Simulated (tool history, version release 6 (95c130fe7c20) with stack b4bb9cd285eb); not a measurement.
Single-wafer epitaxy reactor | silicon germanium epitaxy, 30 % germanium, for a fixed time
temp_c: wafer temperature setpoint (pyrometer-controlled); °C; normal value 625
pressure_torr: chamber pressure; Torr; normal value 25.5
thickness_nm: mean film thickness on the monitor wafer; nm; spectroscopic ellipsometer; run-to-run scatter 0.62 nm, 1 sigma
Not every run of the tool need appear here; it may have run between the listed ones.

run	hour	temp_c	pressure_torr	wafers since the last listed run	hours since the last pyrometer calibration	hours since the last manometer calibration	hours since the showerhead was replaced	hours since the gauge calibration	read-back reference wafer on the same gauge, thickness_nm	thickness_nm
1	0.0	633	25.5	0	1136.2	1239.3	7370.5	287.0	106.751	124.284
2	22.9	633	25.5	363	1159.1	1262.2	7393.4	309.9	106.931	124.601
3	48.3	618	29.5	403	1184.5	1287.6	7418.8	335.3	106.958	101.725
4	67.4	625	25.5	303	1203.6	1306.7	7437.9	354.4	107.068	106.396
5	80.7	625	20.5	211	1216.9	1320.0	7451.2	367.7	107.150	93.325
6	101.6	625	20.5	331	1237.8	1340.9	7472.1	388.6	106.927	93.323
7	176.1	625	20.5	1183	1312.3	1415.4	7546.6	463.1	107.760	93.039
8	211.3	622	25.5	559	1347.5	1450.6	7581.8	498.3	107.820	100.332
9	232.8	622	25.5	341	1369.0	1472.1	7603.3	519.8	108.199	101.977
10	255.3	622	25.5	357	1391.5	1494.6	7625.8	542.3	108.532	101.704
11	269.1	625	25.5	219	1405.3	1508.4	7639.6	556.1	108.528	107.452
12	301.5	625	25.5	514	1437.7	1540.8	7672.0	588.5	108.538	108.560
# hour 303.2: gauge calibrated
13	319.3	625	25.5	282	1455.5	1558.6	7689.8	16.1	106.083	106.284
14	346.1	625	25.5	425	1482.3	1585.4	7716.6	42.9	105.952	106.565
15	358.7	625	25.5	200	1494.9	1598.0	7729.2	55.5	106.133	105.628
# hour 463.2: capacitance manometer re-zeroed and calibrated
16	463.7	625	22.6	1540	1599.9	0.5	7834.2	160.5	106.490	97.790
17	475.5	635	31.4	187	1611.7	12.3	7846.0	172.3	106.305	143.507
18	489.2	625	28.8	217	1625.4	26.0	7859.7	186.0	106.449	113.664
19	517.9	625	25.5	455	1654.1	54.7	7888.4	214.7	106.138	106.905
# hour 532.5: showerhead replaced
20	533.0	625	25.5	112	1669.2	69.8	0.5	229.8	106.500	106.182
21	545.8	637	20.2	203	1682.0	82.6	13.3	242.6	106.547	115.744
22	574.2	625	29.9	451	1710.4	111.0	41.7	271.0	106.815	116.744
23	593.8	612	25.5	311	1730.0	130.6	61.3	290.6	106.654	81.418
24	627.6	636	25.5	536	1763.8	164.4	95.1	324.4	106.741	131.458
25	651.1	625	22.2	373	1787.3	187.9	118.6	347.9	106.791	97.746
26	679.2	625	22.6	446	1815.4	216.0	146.7	376.0	107.577	99.138
# hour 712.8: pyrometer calibrated
27	739.4	620	29.4	829	26.6	276.2	206.9	436.2	107.511	105.368
28	771.5	618	30.5	509	58.7	308.3	239.0	468.3	107.619	104.141
29	786.6	619	23.0	239	73.8	323.4	254.1	483.4	108.071	89.475
# hour 814.1: gauge calibrated
30	849.0	614	31.0	991	136.2	385.8	316.5	34.9	106.490	94.295
31	874.0	622	25.5	397	161.2	410.8	341.5	59.9	106.426	100.512
32	890.1	625	27.1	255	177.3	426.9	357.6	76.0	106.271	110.728
33	905.2	618	30.5	239	192.4	442.0	372.7	91.1	106.541	102.155
34	920.9	625	20.5	249	208.1	457.7	388.4	106.8	106.354	91.960

Predict each of these 5 candidate next runs independently; none follows another, all start after run 34:
A	921.3	625	22.4	6	208.5	458.1	388.8	107.2	?	?
B	921.3	635	22.8	6	208.5	458.1	388.8	107.2	?	?
C	921.3	629	28.8	6	208.5	458.1	388.8	107.2	?	?
D	921.3	612	28.4	6	208.5	458.1	388.8	107.2	?	?
E	921.3	638	25.5	6	208.5	458.1	388.8	107.2	?	?

run	read-back reference wafer on the same gauge, thickness_nm	thickness_nm
A	106.306	98.408
B	106.306	120.912
C	106.306	124.193
D	106.306	87.820
E	106.306	137.417
With no hidden state in the tool, these same runs would have given:
run	thickness_nm
A	97.988
B	120.396
C	123.662
D	87.445
E	136.830
